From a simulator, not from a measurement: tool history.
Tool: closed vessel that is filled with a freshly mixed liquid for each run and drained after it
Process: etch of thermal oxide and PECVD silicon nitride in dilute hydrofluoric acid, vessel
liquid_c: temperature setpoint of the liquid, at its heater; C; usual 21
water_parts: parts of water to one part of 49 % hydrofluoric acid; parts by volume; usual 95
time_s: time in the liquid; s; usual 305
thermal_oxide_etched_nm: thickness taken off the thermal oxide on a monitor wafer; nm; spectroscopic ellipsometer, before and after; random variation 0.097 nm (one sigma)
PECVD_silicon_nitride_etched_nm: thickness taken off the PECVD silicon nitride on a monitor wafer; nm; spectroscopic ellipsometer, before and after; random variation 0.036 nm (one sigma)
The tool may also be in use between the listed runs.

| run | hour | liquid_c | water_parts | time_s | read-back film thickness of the thermal oxide reference wafer, read on the same gauge (nm) | read-back film thickness of the PECVD silicon nitride reference wafer, read on the same gauge (nm) | thermal_oxide_etched_nm | PECVD_silicon_nitride_etched_nm |
|---|---|---|---|---|---|---|---|---|
| 1 | 0 | 24.5 | 55 | 255 | 79.98 | 140.01 | 25.73 | 17.09 |
| 2 | 83.7 | 17 | 95 | 395 | 79.99 | 140.01 | 16.01 | 9.39 |
| 3 | 183.8 | 21 | 95 | 305 | 80.02 | 140.04 | 14.42 | 9.51 |
|  | 190.1 | hydrofluoric acid flow meter replaced |
| 4 | 286.3 | 23 | 110 | 405 | 80 | 140.07 | 18.86 | 13.02 |
| 5 | 350.6 | 21 | 95 | 305 | 80 | 140.02 | 15.49 | 10 |
|  | 393.5 | thermometer replaced |
| 6 | 409.6 | 21 | 55 | 370 | 80.02 | 139.98 | 32.11 | 18.99 |
| 7 | 511 | 22.5 | 145 | 220 | 79.99 | 139.98 | 6.99 | 4.85 |
| 8 | 551.2 | 22.5 | 70 | 220 | 80 | 140.03 | 15.63 | 10.01 |
| 9 | 653.4 | 17 | 70 | 235 | 80 | 140.04 | 13.44 | 7.3 |
| 10 | 751.1 | 21 | 95 | 305 | 79.99 | 139.96 | 14.64 | 9.29 |
| 11 | 807.8 | 24.5 | 55 | 255 | 79.99 | 139.98 | 25.63 | 16.71 |
| 12 | 908.8 | 19 | 95 | 130 | 79.98 | 139.99 | 5.84 | 3.48 |
|  | 944.8 | gauge calibrated |
| 13 | 1207.5 | 19.5 | 130 | 445 | 80.03 | 140.01 | 14.35 | 9.11 |
| 14 | 1307.9 | 25 | 110 | 305 | 79.99 | 139.99 | 14.61 | 10.61 |
| 15 | 1370.1 | 21 | 95 | 305 | 79.99 | 140.07 | 14.76 | 9.48 |
| 16 | 1445.7 | 21 | 95 | 215 | 80.02 | 139.97 | 10.41 | 6.68 |
| 17 | 1486.8 | 21 | 95 | 305 | 80.01 | 139.99 | 14.71 | 9.52 |
| 18 | 1786.2 | 21 | 95 | 305 | 80.01 | 140 | 14.9 | 9.52 |
| 19 | 1862.7 | 23.5 | 125 | 390 | 79.98 | 140 | 15.41 | 10.98 |
| 20 | 1937.3 | 21 | 95 | 305 | 79.99 | 140.02 | 14.86 | 9.62 |
| 21 | 2011.5 | 21 | 120 | 305 | 79.99 | 140.03 | 11.49 | 7.64 |
| 22 | 2061.3 | 24.5 | 95 | 305 | 79.98 | 140.02 | 16.99 | 12.12 |
| 23 | 2108.5 | 23 | 55 | 465 | 79.98 | 140.02 | 44.85 | 28.65 |
| 24 | 2190.8 | 18 | 45 | 160 | 80 | 140 | 15.67 | 8.64 |

Forecast each of these 5 alternatives for the next run:
| A | 2191.5 | 21 | 95 | 305 | ? | ? | ? | ? |
| B | 2191.5 | 17 | 145 | 365 | ? | ? | ? | ? |
| C | 2191.5 | 25.5 | 65 | 390 | ? | ? | ? | ? |
| D | 2191.5 | 19 | 115 | 305 | ? | ? | ? | ? |
| E | 2191.5 | 18.5 | 115 | 490 | ? | ? | ? | ? |

| run | read-back film thickness of the thermal oxide reference wafer, read on the same gauge (nm) | read-back film thickness of the PECVD silicon nitride reference wafer, read on the same gauge (nm) | thermal_oxide_etched_nm | PECVD_silicon_nitride_etched_nm |
|---|---|---|---|---|
| A | 80.01 | 140.02 | 14.96 | 9.71 |
| B | 80.01 | 140.02 | 9.43 | 5.88 |
| C | 80.01 | 140.02 | 34.81 | 24.32 |
| D | 80.01 | 140.02 | 11.13 | 7.04 |
| E | 80.01 | 140.02 | 17.52 | 10.94 |
Without the tool's hidden state the same runs would have given:
| run | thermal_oxide_etched_nm | PECVD_silicon_nitride_etched_nm |
|---|---|---|
| A | 14.68 | 9.12 |
| B | 9.27 | 5.51 |
| C | 34.17 | 22.89 |
| D | 10.93 | 6.61 |
| E | 17.2 | 10.26 |

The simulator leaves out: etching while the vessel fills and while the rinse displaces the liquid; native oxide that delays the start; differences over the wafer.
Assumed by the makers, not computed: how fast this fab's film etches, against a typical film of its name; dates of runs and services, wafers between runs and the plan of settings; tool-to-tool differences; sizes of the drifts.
